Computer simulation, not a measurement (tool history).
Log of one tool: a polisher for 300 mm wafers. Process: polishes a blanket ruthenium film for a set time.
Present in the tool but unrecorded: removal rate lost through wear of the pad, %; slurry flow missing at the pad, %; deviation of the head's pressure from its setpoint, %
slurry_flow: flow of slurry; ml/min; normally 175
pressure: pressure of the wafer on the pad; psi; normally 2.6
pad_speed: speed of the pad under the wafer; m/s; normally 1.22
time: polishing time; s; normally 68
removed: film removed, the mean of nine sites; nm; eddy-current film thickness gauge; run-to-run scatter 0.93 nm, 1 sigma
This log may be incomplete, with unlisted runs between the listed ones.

run,day,slurry_flow,pressure,pad_speed,time,wafers since the last listed run,wafers polished on this pad,hours since the slurry nozzle was cleaned,hours since the head pressure was calibrated,"incoming thickness of the incoming film, nm",removed
1,0.000,175,2.2,1.22,68,0,852,196.4,501.9,337.5,103.3
2,1.154,175,2.6,1.22,57,271,1123,224.1,529.6,340.8,102.8
3,1.662,175,2.6,0.96,68,119,1243,236.3,541.8,344.5,102.2
4,2.404,175,2.6,0.96,68,174,1417,254.1,559.6,341.8,102.0
5,2.917,175,2.6,0.96,68,120,1538,266.4,571.9,336.6,102.1
# day 3.138: worn pad replaced by a new one
6,4.138,175,2.6,1.22,68,247,235,295.7,601.2,333.6,120.7
7,5.529,175,2.6,1.22,68,327,562,329.1,634.6,339.5,121.2
8,6.829,175,2.6,1.22,68,305,867,360.3,665.8,334.1,123.5
9,7.521,175,2.6,1.22,68,162,1030,376.9,682.4,338.8,121.7
# day 8.175: slurry nozzle cleaned
# day 8.350: head pressure recalibrated
10,8.371,175,3.0,1.22,68,170,1200,4.7,0.5,336.3,142.1
# day 9.154: worn pad replaced by a new one
11,9.217,175,2.6,1.22,68,159,14,25.0,20.8,341.7,121.7
12,10.125,175,2.6,1.22,68,213,227,46.8,42.6,334.1,121.4
13,11.775,175,2.0,1.22,83,387,615,86.4,82.2,339.0,115.0
14,12.350,175,3.5,0.80,75,135,750,100.2,96.0,342.7,133.2
15,13.783,205,2.6,1.22,68,336,1087,134.6,130.4,334.0,126.0
16,15.083,175,3.2,1.22,68,305,1392,165.8,161.6,344.3,150.0
# day 15.588: worn pad replaced by a new one
17,16.204,175,2.6,1.22,68,224,144,192.7,188.5,341.5,120.4
18,17.221,175,2.6,1.22,68,238,383,217.1,212.9,339.3,121.2
19,18.267,220,2.9,0.80,68,245,629,242.2,238.0,339.7,104.1
20,19.238,140,2.6,0.86,58,228,857,265.5,261.3,340.3,78.6
21,20.429,175,2.1,1.12,88,280,1137,294.1,289.9,338.5,119.1
22,21.008,220,2.6,1.42,68,136,1273,308.0,303.8,333.0,141.2
# day 22.142: worn pad replaced by a new one
23,22.492,175,2.6,1.22,68,309,82,343.6,339.4,334.2,121.4
24,23.838,145,2.6,1.52,68,316,398,375.9,371.7,336.1,139.7
25,25.179,175,2.8,0.90,68,315,713,408.1,403.9,341.6,105.3
26,25.929,175,1.9,1.22,60,176,890,426.1,421.9,336.3,79.2

What the log doesn't show, run by run:
removal rate lost through wear of the pad, %: 0, the same for each run
slurry flow missing at the pad, %: 0, the same for each run
deviation of the head's pressure from its setpoint, %: 0, the same for each run
